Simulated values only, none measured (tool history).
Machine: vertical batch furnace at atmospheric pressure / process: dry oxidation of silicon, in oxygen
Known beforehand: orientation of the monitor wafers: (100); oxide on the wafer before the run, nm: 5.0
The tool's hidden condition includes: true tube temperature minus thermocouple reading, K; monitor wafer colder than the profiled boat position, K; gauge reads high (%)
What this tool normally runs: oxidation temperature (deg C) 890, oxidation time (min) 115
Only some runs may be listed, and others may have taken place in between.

run,day,oxidation temperature (deg C),oxidation time (min),wafers since the last listed run,hours since the last temperature calibration,hours since the boat lift was adjusted,hours since the gauge calibration,"read-back reference wafer on the same gauge, thickness",oxide thickness on the monitor wafer (Å)
1,0,883,115,0,3778.8,2177.4,822,35.68,272
2,1.217,885,115,499,3808,2206.6,851.2,35.69,277.9
3,2.2,885,115,404,3831.6,2230.2,874.8,35.65,276
4,3.392,885,115,489,3860.2,2258.8,903.4,35.69,278.2
5,4.117,890,115,297,3877.6,2276.2,920.8,35.66,291.4
# day 5.729: boat lift adjusted
# day 6.267: thermocouples replaced and temperature profile calibrated
6,6.288,890,115,259,0.5,13.4,972.9,35.71,300.7
7,6.508,890,115,90,5.8,18.7,978.2,35.69,300.4
8,7.462,890,115,392,28.7,41.6,1001.1,35.73,302.5
9,8.388,910,136,380,50.9,63.8,1023.3,35.74,405.5
10,9.883,910,136,614,86.8,99.7,1059.2,35.65,404.6
11,10.562,910,136,279,103.1,116,1075.5,35.7,406.6
12,11.896,890,115,547,135.1,148,1107.5,35.69,298.3
13,12.654,890,115,311,153.3,166.2,1125.7,35.72,300.8
14,13.2,890,115,224,166.4,179.3,1138.8,35.72,298.8
15,14.312,890,95,457,193.1,206,1165.5,35.73,265.8
16,15.733,898,115,583,227.2,240.1,1199.6,35.69,323.4
17,16.875,890,115,469,254.6,267.5,1227,35.71,298.3
# day 17.212: gauge calibrated
18,18.317,912,141.5,592,289.2,302.1,26.5,35.76,423.3
19,19.421,890,115,453,315.7,328.6,53,35.67,295.9
20,20.396,890,115,400,339.1,352,76.4,35.67,297.8
21,21.262,868,115,356,359.9,372.8,97.2,35.78,242.4
22,21.95,890,115,282,376.4,389.3,113.7,35.64,296.9
23,23.371,890,134.5,583,410.5,423.4,147.8,35.71,326.2
24,24.567,880,135.5,491,439.2,452.1,176.5,35.67,297.4
25,25.379,910,115,333,458.7,471.6,196,35.76,356.3
26,26.812,914,115,588,493.1,506,230.4,35.64,372.7
27,28.196,875,133,568,526.3,539.2,263.6,35.69,280.5
28,29.671,907,95,606,561.7,574.6,299,35.73,308.2
29,30.721,870,115,431,586.9,599.8,324.2,35.69,244.4
30,32.083,890,151.5,559,619.6,632.5,356.9,35.76,350.6
31,33.312,890,78,505,649.1,662,386.4,35.7,232.9
32,34.054,890,115,304,666.9,679.8,404.2,35.78,295.2
33,34.817,890,115,313,685.2,698.1,422.5,35.66,294.8
34,36.142,890,115,544,717,729.9,454.3,35.73,294.4
35,37.404,914,137.5,518,747.3,760.2,484.6,35.68,415
36,37.975,881,168,234,761,773.9,498.3,35.74,342.6
37,39.021,901,96.5,429,786.1,799,523.4,35.67,292.3
38,39.721,904,142,287,802.9,815.8,540.2,35.7,385.9

What if the next run were any one of these 5? Each begins from the tool's condition after run 38:
A,39.942,890,115,90,808.2,821.1,545.5,?,?
B,39.942,879,97.5,90,808.2,821.1,545.5,?,?
C,39.942,877,59,90,808.2,821.1,545.5,?,?
D,39.942,906,144,90,808.2,821.1,545.5,?,?
E,39.942,871,167.5,90,808.2,821.1,545.5,?,?

run,"read-back reference wafer on the same gauge, thickness",oxide thickness on the monitor wafer (Å)
A,35.7,293.3
B,35.7,239.7
C,35.7,177.3
D,35.7,395.2
E,35.7,306.3
With the hidden condition removed and each run's random variation left untouched, the same runs would have given:
run,oxide thickness on the monitor wafer (Å)
A,301.1
B,246
C,181.7
D,406.3
E,314.8
